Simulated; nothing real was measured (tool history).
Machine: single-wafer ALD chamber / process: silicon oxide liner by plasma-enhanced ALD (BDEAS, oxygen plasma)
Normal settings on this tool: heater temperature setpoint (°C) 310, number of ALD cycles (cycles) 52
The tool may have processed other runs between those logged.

run     day  heater temperature setpoint (°C)  number of ALD cycles (cycles)  wafers since the last listed run  hours since the last thermocouple change  hours since the gauge calibration  read-back reference wafer on the same gauge, thickness_nm  mean film thickness on the monitor wafer (angstrom)
  1       0                               310                             52                                 0                                    2167.9                              305.1                                                      5.169                                                48.91
  2   1.088                               310                             52                               110                                      2194                              331.2                                                       5.17                                                48.53
  3   1.817                               310                             52                                74                                    2211.5                              348.7                                                      5.171                                                48.66
  4   2.725                               310                             52                                92                                    2233.3                              370.5                                                      5.169                                                49.21
  5   3.917                               310                             52                               120                                    2261.9                              399.1                                                       5.17                                                49.13
  6     5.3                               321                             60                               140                                    2295.1                              432.3                                                      5.165                                                 55.4
  7   6.558                               321                             60                               127                                    2325.3                              462.5                                                      5.172                                                55.49
  8   7.296                               310                             52                                74                                      2343                              480.2                                                       5.17                                                48.94
  9   8.567                               310                             52                               129                                    2373.5                              510.7                                                      5.173                                                49.33
 10   9.462                               310                             52                                90                                      2395                              532.2                                                       5.17                                                48.98
 11  10.196                               310                             52                                74                                    2412.6                              549.8                                                      5.175                                                49.11
 12  11.304                               310                             52                               112                                    2439.2                              576.4                                                      5.168                                                 48.8
 13  12.467                               318                             52                               118                                    2467.1                              604.3                                                      5.168                                                48.46
 14  13.325                               310                             57                                87                                    2487.7                              624.9                                                      5.172                                                54.05
 15  14.208                               310                             52                                89                                    2508.9                              646.1                                                      5.172                                                49.11
 16  15.208                               320                             56                               101                                    2532.9                              670.1                                                      5.173                                                51.84
     15.754  -- thermocouple changed; heater temperature recalibrated
 17  16.446                               300                             52                                91                                      16.6                              699.8                                                      5.166                                                49.31
     16.538  -- gauge calibrated
 18  17.104                               298                             52                                66                                      32.4                               13.6                                                      5.173                                                49.73
 19  18.533                               301                             43                               145                                      66.7                               47.9                                                       5.17                                                40.97
 20  19.704                               325                             55                               118                                      94.8                                 76                                                      5.169                                                50.69
 21  20.817                               300                             60                               112                                     121.5                              102.7                                                       5.17                                                57.13
 22  21.746                               319                             44                                94                                     143.8                                125                                                       5.17                                                41.08
 23  22.558                               310                             52                                82                                     163.3                              144.5                                                      5.172                                                48.72
 24  24.058                               310                             52                               152                                     199.3                              180.5                                                      5.172                                                49.07
 25  25.017                               310                             52                                97                                     222.3                              203.5                                                      5.169                                                48.99
 26  25.583                               318                             56                                57                                     235.9                              217.1                                                      5.169                                                51.75
 27  26.346                               306                             42                                77                                     254.2                              235.4                                                      5.171                                                39.71
 28  28.029                               310                             52                               170                                     294.6                              275.8                                                      5.168                                                49.15
 29  29.479                               303                             55                               147                                     329.4                              310.6                                                       5.17                                                52.12

State the hidden condition of the tool at each of the runs:
wafer temperature above the value expected at the setpoint (K): 0 on each run
gauge reads high (%): 0 on each run
